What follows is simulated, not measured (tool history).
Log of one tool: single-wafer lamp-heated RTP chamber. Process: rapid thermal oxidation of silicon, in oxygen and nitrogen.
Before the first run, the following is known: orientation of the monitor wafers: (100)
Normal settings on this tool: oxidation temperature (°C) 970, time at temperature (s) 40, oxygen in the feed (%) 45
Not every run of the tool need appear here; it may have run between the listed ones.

| run | hour | oxidation temperature (°C) | time at temperature (s) | oxygen in the feed (%) | read-back reference wafer on the same gauge, thickness | oxide thickness on the monitor wafer (angstrom) |
|---|---|---|---|---|---|---|
| 1 | 0 | 970 | 40 | 45 | 3.351 | 30.15 |
| 2 | 58.4 | 958 | 40 | 45 | 3.349 | 28.27 |
| 3 | 147.1 | 958 | 40 | 45 | 3.351 | 28.25 |
| 4 | 194.1 | 970 | 40 | 38 | 3.346 | 28.99 |
| 5 | 266.3 | 970 | 40 | 38 | 3.345 | 29.04 |
| 6 | 355.4 | 970 | 40 | 38 | 3.344 | 29.12 |
| 7 | 448.6 | 950 | 40 | 45 | 3.346 | 27.22 |
| 8 | 539 | 970 | 40 | 45 | 3.339 | 29.94 |
|  | 559.6 | pyrometer window cleaned and pyrometer calibrated |
| 9 | 610.2 | 970 | 40 | 45 | 3.342 | 30.2 |
| 10 | 659.3 | 970 | 26 | 45 | 3.344 | 26.47 |
| 11 | 724.7 | 970 | 26 | 45 | 3.343 | 26.34 |
|  | 740.6 | oxygen flow controller replaced |
| 12 | 806.6 | 992 | 40 | 39 | 3.338 | 32.58 |
| 13 | 890.6 | 979 | 22 | 45 | 3.34 | 26.29 |
|  | 921.3 | gauge calibrated |
| 14 | 948.9 | 980 | 51 | 45 | 3.399 | 35.38 |
| 15 | 1006.2 | 970 | 40 | 45 | 3.395 | 30.5 |
|  | 1086.2 | pyrometer window cleaned and pyrometer calibrated |
| 16 | 1088 | 970 | 40 | 45 | 3.386 | 30.55 |
| 17 | 1171.1 | 941 | 20 | 66 | 3.381 | 23.61 |
| 18 | 1265.7 | 970 | 55 | 45 | 3.373 | 33.86 |
| 19 | 1314 | 999 | 48 | 20 | 3.372 | 30.96 |
| 20 | 1365.8 | 992 | 40 | 39 | 3.366 | 33.1 |
| 21 | 1435.2 | 970 | 40 | 45 | 3.365 | 30.22 |
| 22 | 1487.4 | 970 | 45 | 69 | 3.362 | 35.35 |
| 23 | 1571.7 | 947 | 53 | 74 | 3.362 | 33.22 |
| 24 | 1635.4 | 961 | 40 | 45 | 3.357 | 28.83 |

How would selected steps in oxide thickness on the monitor wafer (angstrom) from run to run divide? Give the signed amount a tool lacking its hidden state would still show from settings, what came in and random variation, and the signed amount left for the hidden state, including any gauge scatter that is not in both of the compared results.
Hidden state at play: true wafer temperature minus pyrometer reading, K; deviation of the oxygen flow from its setpoint, %; gauge reads high (%).
Run 13 -> 14: oxidation temperature (°C) 979 -> 980, time at temperature (s) 22 -> 51, gauge calibrated. oxide thickness on the monitor wafer (angstrom) +9.09: hidden state +0.47, all else +8.62.
Run 17 -> 18: oxidation temperature (°C) 941 -> 970, time at temperature (s) 20 -> 55, oxygen in the feed (%) 66 -> 45. oxide thickness on the monitor wafer (angstrom) +10.25: hidden state -0.12, all else +10.37.

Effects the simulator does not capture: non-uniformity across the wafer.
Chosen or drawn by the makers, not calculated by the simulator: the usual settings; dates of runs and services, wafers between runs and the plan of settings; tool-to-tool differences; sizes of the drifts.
